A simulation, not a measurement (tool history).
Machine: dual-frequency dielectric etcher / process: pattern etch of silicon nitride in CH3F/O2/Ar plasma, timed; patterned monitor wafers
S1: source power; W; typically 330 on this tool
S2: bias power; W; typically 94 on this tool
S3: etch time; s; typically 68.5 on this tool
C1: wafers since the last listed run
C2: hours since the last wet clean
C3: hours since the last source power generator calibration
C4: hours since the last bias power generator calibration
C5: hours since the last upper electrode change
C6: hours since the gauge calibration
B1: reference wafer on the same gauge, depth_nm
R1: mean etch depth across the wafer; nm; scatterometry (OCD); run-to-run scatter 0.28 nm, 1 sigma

run,hour,S1,S2,S3,C1,C2,C3,C4,C5,C6,B1,R1
1,0,330,94,68.5,0,245.1,4351.8,3870.5,2559,7.4,41.2,45.98
2,20.3,330,84,68.5,163,265.4,4372.1,3890.8,2579.3,27.7,41.16,43.58
3,52.8,330,84,68.5,262,297.9,4404.6,3923.3,2611.8,60.2,41.22,43.6
4,75,330,84,68.5,178,320.1,4426.8,3945.5,2634,82.4,41.23,43.92
5,94.3,350,94,68.5,155,339.4,4446.1,3964.8,2653.3,101.7,41.19,47.44
6,112.9,350,94,68.5,149,358,4464.7,3983.4,2671.9,120.3,41.23,47.72
# hour 149.5: wet clean of the chamber
7,150,330,94,68.5,105,0.5,4501.8,4020.5,2709,157.4,41.23,44.51
8,150.4,260,70,81,3,0.9,4502.2,4020.9,2709.4,157.8,41.17,43.17
# hour 187.1: gauge calibrated
# hour 188.1: upper electrode replaced
# hour 190.2: bias power generator calibrated
9,190.7,330,116,68.5,114,41.2,4542.5,0.5,2.6,3.6,41.25,49.92
10,207.7,390,94,80,137,58.2,4559.5,17.5,19.6,20.6,41.19,54.98
11,242.1,370,94,68.5,277,92.6,4593.9,51.9,54,55,41.22,46.04
12,260.2,280,83,85,145,110.7,4612,70,72.1,73.1,41.2,50.98
13,273.4,330,94,68.5,106,123.9,4625.2,83.2,85.3,86.3,41.19,45.64
# hour 288.5: source power generator calibrated
14,371.1,330,94,68.5,755,221.6,82.6,180.9,183,184,41.21,45.33

Forecast each of these 5 alternatives for the next run:
A,371.5,330,94,55.5,3,222,83,181.3,183.4,184.4,?,?
B,371.5,270,102,78.5,3,222,83,181.3,183.4,184.4,?,?
C,371.5,370,78,68.5,3,222,83,181.3,183.4,184.4,?,?
D,371.5,330,111,68.5,3,222,83,181.3,183.4,184.4,?,?
E,371.5,330,94,75,3,222,83,181.3,183.4,184.4,?,?

run,B1,R1
A,41.24,37.78
B,41.24,53.22
C,41.24,43.58
D,41.24,50.68
E,41.24,51.06
With no hidden state in the tool, these same runs would have given:
run,R1
A,36.5
B,51.41
C,42.1
D,48.96
E,49.32
